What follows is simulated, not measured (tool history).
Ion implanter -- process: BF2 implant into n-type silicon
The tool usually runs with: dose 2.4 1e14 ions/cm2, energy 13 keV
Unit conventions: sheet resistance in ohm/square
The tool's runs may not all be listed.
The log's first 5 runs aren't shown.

run	day	dose	energy	read-back reference wafer on the same gauge, sheet resistance	sheet resistance
6	13.988	2.4	13	504.94	532.22
# day 15.454: extraction supply calibrated
7	15.8	2.4	13	505.62	534.49
8	18.546	2.86	13	505.62	463.06
9	20.346	2.86	13	506.05	464.15
10	22.154	2.86	13	505.91	462.54
11	23.696	2.7	11	506.47	497.78
# day 27.558: Faraday cup replaced and dose calibrated
12	27.579	2.79	13	507.27	473.45
13	28.908	2.79	13	507.28	473.74
14	30.754	2.03	13	507.51	615.88
15	33.975	2.7	17	508.14	468.83
16	37.954	2	13	508.96	622.71
17	40.25	2.82	9	509.31	511.37
18	43.296	1.93	15.5	509.96	629.56
19	44.821	2.4	13	510.06	535.37
20	53.533	3.1	13	511.94	440.49
21	57.308	2.4	9.5	512.46	570.05
22	59.567	2.4	13	513.15	539.03
# day 61.542: Faraday cup replaced and dose calibrated
23	62.092	2.19	11.5	513.86	593.95
24	65.808	2.19	17	514.29	566.28
25	67.792	1.68	14.5	514.76	726.61
# day 67.825: gauge calibrated
26	75.583	2.4	11	500.55	543.78

Run 27 comes next. What will it give?
27	77.729	2.4	15	?	?

Run 27 yielded read-back reference wafer on the same gauge, sheet resistance 500.61, sheet resistance 514.32 ohm/square.
Had the tool carried no hidden state, the very same run would have given sheet resistance 514.82 ohm/square.

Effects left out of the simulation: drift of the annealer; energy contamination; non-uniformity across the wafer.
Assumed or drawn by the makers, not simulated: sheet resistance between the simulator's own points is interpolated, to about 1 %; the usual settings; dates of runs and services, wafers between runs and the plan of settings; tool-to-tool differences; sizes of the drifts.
